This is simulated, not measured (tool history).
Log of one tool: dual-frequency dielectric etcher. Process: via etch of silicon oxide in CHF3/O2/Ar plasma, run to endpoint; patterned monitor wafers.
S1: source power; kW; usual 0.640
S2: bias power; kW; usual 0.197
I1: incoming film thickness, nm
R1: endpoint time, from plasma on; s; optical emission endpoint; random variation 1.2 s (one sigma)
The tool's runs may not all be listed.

run   hour     S1     S2     I1     R1
  1    0.0  0.640  0.197  512.7  250.5
  2   32.4  0.640  0.197  503.9  244.2
      56.8  -- wet clean of the chamber
  3   57.3  0.640  0.197  509.8  261.0
  4   77.2  0.640  0.176  509.7  271.6
  5  108.8  0.640  0.176  508.6  269.7
  6  137.3  0.640  0.197  511.9  259.3
  7  149.4  0.640  0.166  514.1  276.7
  8  168.8  0.640  0.197  510.4  256.0
  9  184.3  0.640  0.197  507.4  254.9
 10  207.2  0.640  0.197  514.2  257.5
 11  225.4  0.640  0.197  515.6  257.6
 12  237.8  0.740  0.197  512.5  238.3
 13  269.3  0.740  0.197  508.9  231.8
 14  286.0  0.640  0.197  502.4  247.7
 15  305.7  0.640  0.197  509.3  251.8
 16  320.1  0.520  0.197  511.2  282.0
 17  347.7  0.510  0.214  511.2  275.6
     371.9  -- upper electrode replaced, of another model than before
 18  413.8  0.770  0.242  507.7  208.9
     424.1  -- source power generator calibrated
 19  429.6  0.700  0.210  510.7  228.7
     437.7  -- bias power generator calibrated
     456.4  -- wet clean of the chamber
 20  461.0  0.640  0.168  515.9  268.6
 21  486.4  0.750  0.197  507.6  231.1
 22  510.1  0.530  0.227  503.8  286.9
 23  533.6  0.640  0.175  505.7  259.8
 24  562.7  0.770  0.197  511.1  224.2
 25  595.1  0.640  0.225  509.5  244.8
 26  616.3  0.480  0.229  515.4  323.0
 27  636.8  0.720  0.166  506.9  237.9
 28  656.1  0.640  0.197  512.0  252.3

Forecast each of these 3 alternatives for the next run:
  A  656.6  0.640  0.197  510.7   ?
  B  656.6  0.510  0.245  510.7   ?
  C  656.6  0.790  0.197  510.7   ?

run     R1
  A  252.4
  B  293.0
  C  217.8
Without the tool's hidden state the same runs would have given:
run     R1
  A  259.5
  B  301.3
  C  223.9
